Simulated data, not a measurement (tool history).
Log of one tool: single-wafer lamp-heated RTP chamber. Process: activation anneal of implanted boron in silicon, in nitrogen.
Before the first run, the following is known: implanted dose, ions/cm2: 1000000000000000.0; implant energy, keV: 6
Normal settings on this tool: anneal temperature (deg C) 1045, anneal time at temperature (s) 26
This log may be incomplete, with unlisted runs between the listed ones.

run,hour,anneal temperature (deg C),anneal time at temperature (s),wafers since the last listed run,wafers since the last pyrometer calibration,wafers since the reflector plate was cleaned,hours since the gauge calibration,"read-back reference wafer on the same gauge, sheet resistance",sheet resistance of the implanted and annealed layer (ohm/square)
1,0.0,1027,26,0,2086,2595,712.6,159.02,141.84
2,18.9,1027,26,269,2355,2865,731.5,158.87,142.08
3,63.1,1045,36,630,2986,3496,775.7,158.93,130.75
4,92.1,1045,36,413,3400,3910,804.7,159.11,130.31
5,124.4,1045,36,461,3861,4371,837.0,158.97,130.03
6,150.0,1024,14,365,4227,4736,862.6,158.87,149.18
# hour 169.1: pyrometer window cleaned and pyrometer calibrated
7,169.6,1024,14,165,7,4902,882.2,159.00,150.15
8,184.9,1045,26,218,225,5120,897.5,158.97,134.00
9,216.5,1045,26,451,676,5571,929.1,159.16,132.22
10,234.5,1045,26,256,933,5828,947.1,158.87,132.59
11,258.2,1062,17,338,1272,6166,970.8,158.96,131.65
12,273.4,1062,17,216,1489,6383,986.0,158.92,131.71
13,290.9,1062,17,249,1738,6633,1003.5,158.98,130.92
14,304.2,1045,37,189,1928,6823,1016.8,159.14,129.39
15,327.1,1045,26,326,2255,7150,1039.7,159.05,132.64
16,357.5,1045,26,433,2689,7584,1070.1,158.88,132.64
17,389.3,1045,26,453,3143,8038,1101.9,158.95,132.47
18,406.7,1045,26,248,3391,8286,1119.3,159.09,132.31
# hour 408.7: gauge calibrated
# hour 430.9: pyrometer window cleaned and pyrometer calibrated
19,438.4,1030,13,338,106,8625,29.7,159.10,146.86
# hour 519.4: reflector plate cleaned
20,535.8,1026,15,1276,1382,233,127.1,159.11,149.19
21,565.2,1060,37,419,1802,653,156.5,158.98,125.72
22,594.0,1045,33,411,2213,1064,185.3,159.16,131.11
23,621.5,1045,33,392,2605,1456,212.8,159.08,131.75
24,649.7,1062,17,402,3008,1859,241.0,158.88,132.40
# hour 674.5: pyrometer window cleaned and pyrometer calibrated
25,685.4,1034,26,395,155,2254,276.7,159.08,139.18
26,700.7,1030,12,218,373,2473,292.0,159.04,148.84
27,732.2,1060,37,449,823,2922,323.5,158.91,125.46
28,755.8,1029,37,336,1160,3259,347.1,158.94,137.76
29,790.6,1066,17,496,1656,3756,381.9,159.01,130.78
30,804.5,1032,18,198,1855,3955,395.8,158.80,143.21
31,818.2,1027,16,195,2050,4150,409.5,159.21,146.30
32,850.0,1045,26,453,2504,4604,441.3,159.01,133.44
33,868.8,1045,26,268,2773,4872,460.1,158.85,133.13
34,898.1,1035,36,418,3191,5291,489.4,158.77,133.57
35,921.4,1045,26,332,3524,5623,512.7,159.04,133.39
36,935.4,1055,19,199,3723,5823,526.7,159.01,132.30
# hour 947.7: pyrometer window cleaned and pyrometer calibrated
37,1024.7,1068,16,1160,1099,6984,616.0,158.90,131.01

Branching from run 37: 4 alternative next runs. What would each branch give?
A,1025.1,1045,26,5,1105,6989,616.4,?,?
B,1025.1,1045,15,5,1105,6989,616.4,?,?
C,1025.1,1069,26,5,1105,6989,616.4,?,?
D,1025.1,1025,19,5,1105,6989,616.4,?,?

run,"read-back reference wafer on the same gauge, sheet resistance",sheet resistance of the implanted and annealed layer (ohm/square)
A,158.85,133.10
B,158.85,139.16
C,158.85,126.49
D,158.85,145.21
What these runs would have given with no unlogged condition in the tool:
run,sheet resistance of the implanted and annealed layer (ohm/square)
A,135.74
B,141.83
C,127.86
D,148.30

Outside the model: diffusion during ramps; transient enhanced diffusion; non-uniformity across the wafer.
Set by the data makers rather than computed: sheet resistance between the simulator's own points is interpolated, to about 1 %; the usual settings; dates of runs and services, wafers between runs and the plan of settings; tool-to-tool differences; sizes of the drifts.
